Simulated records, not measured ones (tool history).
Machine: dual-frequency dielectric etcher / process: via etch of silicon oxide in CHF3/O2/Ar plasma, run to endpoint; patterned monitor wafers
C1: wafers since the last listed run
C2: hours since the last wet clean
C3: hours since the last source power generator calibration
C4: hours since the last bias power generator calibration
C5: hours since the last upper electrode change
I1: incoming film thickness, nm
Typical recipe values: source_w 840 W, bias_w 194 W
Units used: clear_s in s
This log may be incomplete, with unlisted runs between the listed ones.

Run 1, hour 0.0: usual settings but bias_w 166 W; C1 0; C2 40.1; C3 3831.5; C4 3678.5; C5 5034.2; I1 627.0. Result: clear_s 283.3 s.
Run 2, hour 68.1: usual settings; C1 303; C2 108.2; C3 3899.6; C4 3746.6; C5 5102.3; I1 629.7. Result: clear_s 275.1 s.
Run 3, hour 92.2: usual settings; C1 107; C2 132.3; C3 3923.7; C4 3770.7; C5 5126.4; I1 623.6. Result: clear_s 264.7 s.
Run 4, hour 156.5: usual settings but source_w 930 W, bias_w 181 W; C1 286; C2 196.6; C3 3988.0; C4 3835.0; C5 5190.7; I1 629.4. Result: clear_s 262.8 s.
Run 5, hour 210.4: usual settings but source_w 930 W, bias_w 181 W; C1 239; C2 250.5; C3 4041.9; C4 3888.9; C5 5244.6; I1 632.0. Result: clear_s 254.2 s.
Run 6, hour 263.3: usual settings but source_w 930 W, bias_w 181 W; C1 235; C2 303.4; C3 4094.8; C4 3941.8; C5 5297.5; I1 627.4. Result: clear_s 253.2 s.
At hour 318.7: wet clean of the chamber.
Run 7, hour 319.2: usual settings; C1 142; C2 0.5; C3 4150.7; C4 3997.7; C5 5353.4; I1 624.1. Result: clear_s 280.4 s.
Run 8, hour 375.2: usual settings but bias_w 220 W; C1 249; C2 56.5; C3 4206.7; C4 4053.7; C5 5409.4; I1 624.6. Result: clear_s 266.7 s.
Run 9, hour 445.6: usual settings but bias_w 220 W; C1 313; C2 126.9; C3 4277.1; C4 4124.1; C5 5479.8; I1 622.7. Result: clear_s 259.6 s.
Run 10, hour 517.1: usual settings but source_w 940 W, bias_w 174 W; C1 318; C2 198.4; C3 4348.6; C4 4195.6; C5 5551.3; I1 638.1. Result: clear_s 264.6 s.
At hour 580.0: upper electrode replaced.
Run 11, hour 580.5: usual settings; C1 175; C2 261.8; C3 4412.0; C4 4259.0; C5 0.5; I1 625.8. Result: clear_s 268.2 s.
Run 12, hour 592.5: usual settings but source_w 690 W, bias_w 180 W; C1 53; C2 273.8; C3 4424.0; C4 4271.0; C5 12.5; I1 623.4. Result: clear_s 304.4 s.
Run 13, hour 625.5: usual settings but source_w 670 W, bias_w 213 W; C1 146; C2 306.8; C3 4457.0; C4 4304.0; C5 45.5; I1 622.0. Result: clear_s 292.2 s.
At hour 664.0: source power generator calibrated.
At hour 666.3: wet clean of the chamber.
Run 14, hour 668.4: usual settings but source_w 780 W, bias_w 153 W; C1 162; C2 2.1; C3 4.4; C4 4346.9; C5 88.4; I1 631.6. Result: clear_s 312.1 s.
At hour 685.8: bias power generator calibrated.
Run 15, hour 738.3: usual settings but source_w 690 W, bias_w 237 W; C1 293; C2 72.0; C3 74.3; C4 52.5; C5 158.3; I1 622.4. Result: clear_s 291.6 s.
Run 16, hour 808.7: usual settings but source_w 690 W; C1 313; C2 142.4; C3 144.7; C4 122.9; C5 228.7; I1 631.4. Result: clear_s 308.2 s.
Run 17, hour 848.5: usual settings but source_w 630 W, bias_w 148 W; C1 177; C2 182.2; C3 184.5; C4 162.7; C5 268.5; I1 617.9. Result: clear_s 345.7 s.
Run 18, hour 877.4: usual settings; C1 128; C2 211.1; C3 213.4; C4 191.6; C5 297.4; I1 625.5. Result: clear_s 271.0 s.

Results per run with the tool's hidden condition removed, run-to-run variation unchanged:
The tool's hidden condition here consists of: etch rate over this chamber's usual, %; source power that arrives over what is set, %; bias power that arrives over what is set, %.
run  clear_s
  1    288.6
  2    283.0
  3    273.3
  4    273.9
  5    266.9
  6    267.8
  7    279.6
  8    268.2
  9    263.7
 10    271.6
 11    277.8
 12    315.9
 13    304.6
 14    312.3
 15    294.8
 16    314.7
 17    355.1
 18    279.5

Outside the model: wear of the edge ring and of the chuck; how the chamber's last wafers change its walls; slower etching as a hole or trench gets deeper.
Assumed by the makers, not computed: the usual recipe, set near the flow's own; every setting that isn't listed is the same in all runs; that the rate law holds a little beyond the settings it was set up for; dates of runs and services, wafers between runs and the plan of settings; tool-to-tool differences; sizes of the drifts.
